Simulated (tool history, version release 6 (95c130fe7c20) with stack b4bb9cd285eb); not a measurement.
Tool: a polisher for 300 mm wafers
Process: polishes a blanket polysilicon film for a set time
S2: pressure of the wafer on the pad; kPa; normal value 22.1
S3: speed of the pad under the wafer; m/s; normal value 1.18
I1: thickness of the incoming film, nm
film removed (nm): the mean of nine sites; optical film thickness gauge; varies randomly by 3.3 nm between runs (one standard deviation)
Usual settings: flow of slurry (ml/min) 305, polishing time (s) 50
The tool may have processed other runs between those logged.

run 1 day=0.000 | flow_of_slurry_(ml/min)=305 S2=22.1 S3=1.42 polishing_time_(s)=50 | I1=1570.8 | film_removed_(nm)=530.5
run 2 day=0.729 | flow_of_slurry_(ml/min)=355 S2=22.1 S3=1.18 polishing_time_(s)=50 | I1=1544.9 | film_removed_(nm)=447.2
run 3 day=1.238 | flow_of_slurry_(ml/min)=355 S2=22.1 S3=1.18 polishing_time_(s)=50 | I1=1575.2 | film_removed_(nm)=438.0
run 4 day=1.633 | flow_of_slurry_(ml/min)=305 S2=22.1 S3=1.18 polishing_time_(s)=50 | I1=1558.0 | film_removed_(nm)=443.6
run 5 day=2.000 | flow_of_slurry_(ml/min)=305 S2=22.1 S3=1.18 polishing_time_(s)=50 | I1=1553.7 | film_removed_(nm)=440.5
-- day=2.075 slurry nozzle cleaned
run 6 day=2.292 | flow_of_slurry_(ml/min)=305 S2=22.1 S3=1.18 polishing_time_(s)=50 | I1=1585.5 | film_removed_(nm)=453.5
run 7 day=2.996 | flow_of_slurry_(ml/min)=305 S2=26.2 S3=1.04 polishing_time_(s)=50 | I1=1578.1 | film_removed_(nm)=485.6
run 8 day=3.338 | flow_of_slurry_(ml/min)=305 S2=26.2 S3=1.04 polishing_time_(s)=50 | I1=1576.0 | film_removed_(nm)=485.7
run 9 day=3.958 | flow_of_slurry_(ml/min)=305 S2=26.2 S3=1.04 polishing_time_(s)=50 | I1=1546.6 | film_removed_(nm)=482.8
-- day=4.729 worn pad replaced by a new one, of another model than before
run 10 day=4.750 | flow_of_slurry_(ml/min)=305 S2=22.1 S3=1.18 polishing_time_(s)=50 | I1=1533.5 | film_removed_(nm)=452.5
run 11 day=6.008 | flow_of_slurry_(ml/min)=305 S2=22.1 S3=1.18 polishing_time_(s)=55 | I1=1546.9 | film_removed_(nm)=500.4
run 12 day=6.717 | flow_of_slurry_(ml/min)=385 S2=22.1 S3=1.18 polishing_time_(s)=37 | I1=1579.0 | film_removed_(nm)=345.4
run 13 day=7.054 | flow_of_slurry_(ml/min)=385 S2=22.1 S3=1.18 polishing_time_(s)=37 | I1=1565.9 | film_removed_(nm)=343.3
run 14 day=7.438 | flow_of_slurry_(ml/min)=385 S2=22.1 S3=1.18 polishing_time_(s)=37 | I1=1542.8 | film_removed_(nm)=343.5
run 15 day=7.871 | flow_of_slurry_(ml/min)=305 S2=22.1 S3=1.18 polishing_time_(s)=50 | I1=1563.7 | film_removed_(nm)=460.5
run 16 day=8.521 | flow_of_slurry_(ml/min)=305 S2=18.6 S3=1.18 polishing_time_(s)=50 | I1=1575.8 | film_removed_(nm)=400.0
run 17 day=8.996 | flow_of_slurry_(ml/min)=305 S2=17.9 S3=0.78 polishing_time_(s)=50 | I1=1591.2 | film_removed_(nm)=321.8
run 18 day=9.517 | flow_of_slurry_(ml/min)=235 S2=20.0 S3=0.90 polishing_time_(s)=66 | I1=1585.1 | film_removed_(nm)=468.2
run 19 day=10.138 | flow_of_slurry_(ml/min)=390 S2=22.1 S3=1.54 polishing_time_(s)=41 | I1=1571.0 | film_removed_(nm)=446.6
-- day=10.288 head pressure recalibrated
-- day=10.421 worn pad replaced by a new one
run 20 day=10.788 | flow_of_slurry_(ml/min)=305 S2=22.1 S3=1.18 polishing_time_(s)=50 | I1=1570.5 | film_removed_(nm)=451.0
run 21 day=11.433 | flow_of_slurry_(ml/min)=305 S2=22.1 S3=0.78 polishing_time_(s)=62 | I1=1576.6 | film_removed_(nm)=462.7
run 22 day=11.692 | flow_of_slurry_(ml/min)=350 S2=16.5 S3=1.06 polishing_time_(s)=33 | I1=1583.1 | film_removed_(nm)=228.5
run 23 day=12.054 | flow_of_slurry_(ml/min)=305 S2=24.8 S3=1.18 polishing_time_(s)=50 | I1=1542.5 | film_removed_(nm)=486.7
run 24 day=12.650 | flow_of_slurry_(ml/min)=305 S2=25.5 S3=1.18 polishing_time_(s)=40 | I1=1580.4 | film_removed_(nm)=403.9
run 25 day=13.042 | flow_of_slurry_(ml/min)=305 S2=17.9 S3=1.18 polishing_time_(s)=64 | I1=1540.4 | film_removed_(nm)=491.0
run 26 day=13.871 | flow_of_slurry_(ml/min)=375 S2=22.1 S3=1.18 polishing_time_(s)=45 | I1=1568.0 | film_removed_(nm)=409.5
run 27 day=14.512 | flow_of_slurry_(ml/min)=305 S2=22.1 S3=1.18 polishing_time_(s)=50 | I1=1588.7 | film_removed_(nm)=440.0
run 28 day=14.804 | flow_of_slurry_(ml/min)=305 S2=22.1 S3=1.48 polishing_time_(s)=50 | I1=1580.7 | film_removed_(nm)=503.8
run 29 day=15.292 | flow_of_slurry_(ml/min)=360 S2=17.2 S3=1.32 polishing_time_(s)=35 | I1=1569.9 | film_removed_(nm)=277.0
run 30 day=15.712 | flow_of_slurry_(ml/min)=305 S2=16.5 S3=1.18 polishing_time_(s)=50 | I1=1561.7 | film_removed_(nm)=351.3
-- day=16.125 worn pad replaced by a new one
run 31 day=16.275 | flow_of_slurry_(ml/min)=305 S2=22.1 S3=1.18 polishing_time_(s)=50 | I1=1603.7 | film_removed_(nm)=444.7
run 32 day=17.025 | flow_of_slurry_(ml/min)=360 S2=22.1 S3=0.94 polishing_time_(s)=59 | I1=1566.1 | film_removed_(nm)=473.2
run 33 day=17.504 | flow_of_slurry_(ml/min)=355 S2=15.2 S3=1.00 polishing_time_(s)=32 | I1=1565.5 | film_removed_(nm)=199.4
run 34 day=18.046 | flow_of_slurry_(ml/min)=305 S2=22.1 S3=1.18 polishing_time_(s)=50 | I1=1590.2 | film_removed_(nm)=434.9
run 35 day=18.588 | flow_of_slurry_(ml/min)=235 S2=24.8 S3=1.18 polishing_time_(s)=50 | I1=1590.6 | film_removed_(nm)=453.5
run 36 day=19.104 | flow_of_slurry_(ml/min)=215 S2=22.1 S3=1.18 polishing_time_(s)=59 | I1=1571.2 | film_removed_(nm)=475.5
run 37 day=19.562 | flow_of_slurry_(ml/min)=305 S2=22.1 S3=1.42 polishing_time_(s)=50 | I1=1564.9 | film_removed_(nm)=484.5
run 38 day=20.171 | flow_of_slurry_(ml/min)=235 S2=18.6 S3=1.18 polishing_time_(s)=50 | I1=1539.1 | film_removed_(nm)=363.7

Consider 3 possible next runs. They are alternatives, not a sequence: every one starts from the tool as it was left by run 38. What does each give?
run A day=20.188 | flow_of_slurry_(ml/min)=305 S2=22.1 S3=1.18 polishing_time_(s)=50 | I1=1582.6 | film_removed_(nm)=?
run B day=20.188 | flow_of_slurry_(ml/min)=375 S2=22.1 S3=1.18 polishing_time_(s)=50 | I1=1582.6 | film_removed_(nm)=?
run C day=20.188 | flow_of_slurry_(ml/min)=225 S2=22.1 S3=1.18 polishing_time_(s)=50 | I1=1582.6 | film_removed_(nm)=?

run=A film_removed_(nm)=424.7
run=B film_removed_(nm)=438.4
run=C film_removed_(nm)=398.1
The same runs, with their run-to-run variation unchanged, on a tool lacking any hidden condition would have given:
run=A film_removed_(nm)=453.2
run=B film_removed_(nm)=461.8
run=C film_removed_(nm)=436.1
